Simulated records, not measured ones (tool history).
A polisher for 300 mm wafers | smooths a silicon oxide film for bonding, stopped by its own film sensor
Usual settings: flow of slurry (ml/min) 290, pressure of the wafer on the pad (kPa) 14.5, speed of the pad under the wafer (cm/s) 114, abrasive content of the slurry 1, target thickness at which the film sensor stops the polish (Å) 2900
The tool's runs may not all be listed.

run,day,flow of slurry (ml/min),pressure of the wafer on the pad (kPa),speed of the pad under the wafer (cm/s),abrasive content of the slurry,target thickness at which the film sensor stops the polish (Å),wafers since the last listed run,wafers polished on this pad,hours since the slurry nozzle was cleaned,hours since the head pressure was calibrated,hours since the slurry blender was calibrated,"incoming thickness of the incoming film, nm",time until the film sensor stopped the polish (s)
1,0,290,14.5,114,1,2900,0,820,229.2,520.2,310.9,346.6,70.1
2,3.588,325,14.5,114,1,2900,737,1558,315.3,606.3,397,352.6,73.8
3,6.721,325,14.5,114,1,2900,644,2202,390.5,681.5,472.2,351.4,74.8
4,10.762,290,13.1,114,1,2900,831,3033,487.5,778.5,569.2,347.6,74.6
# day 12.421: slurry blender recalibrated
5,14.658,290,13.1,114,1,2900,783,3817,581,872,53.7,355.4,86.3
# day 16.8: head pressure recalibrated
6,18.779,290,14.5,114,1,2970,830,4647,679.9,47.5,152.6,352.9,69
# day 20.233: worn pad replaced by a new one
7,20.962,290,14.5,114,1,2970,414,149,732.3,99.9,205,350.3,64.2
# day 23.929: slurry nozzle cleaned
8,24.917,290,14.5,114,1,2970,804,954,23.7,194.8,299.9,353,68.1
9,28.725,290,14.5,114,1,2900,783,1737,115.1,286.2,391.3,354.2,75
10,30.254,290,14.5,114,1,2900,314,2051,151.8,322.9,428,349.4,70.9
11,31.825,290,14.5,114,1,2900,322,2374,189.5,360.6,465.7,349.5,73.4
12,33.592,290,15.9,82,1.25,2900,363,2737,231.9,403,508.1,349.1,81.5
# day 33.854: slurry blender recalibrated
13,37.762,345,14.5,114,0.75,2900,840,3578,332,503.1,93.8,343.7,72.8
14,40.2,330,14.5,114,1,2900,501,4079,390.5,561.6,152.3,347.9,69
15,42.104,290,9.7,114,1,2900,391,4471,436.2,607.3,198,356.3,101.9
# day 43.033: worn pad replaced by a new one
16,48.171,335,18.6,80,1,2900,1213,1056,581.8,752.9,343.6,345.9,74.7

Forecast run 17:
# day 51.238: slurry nozzle cleaned
# day 55.671: head pressure recalibrated
17,57.229,290,15.9,82,1.25,2900,1836,2892,143.8,37.4,561,350.7,?

{"run 17": {"time until the film sensor stopped the polish (s)": 83}}
Without the tool's hidden state the same run would have given time until the film sensor stopped the polish (s) 83.
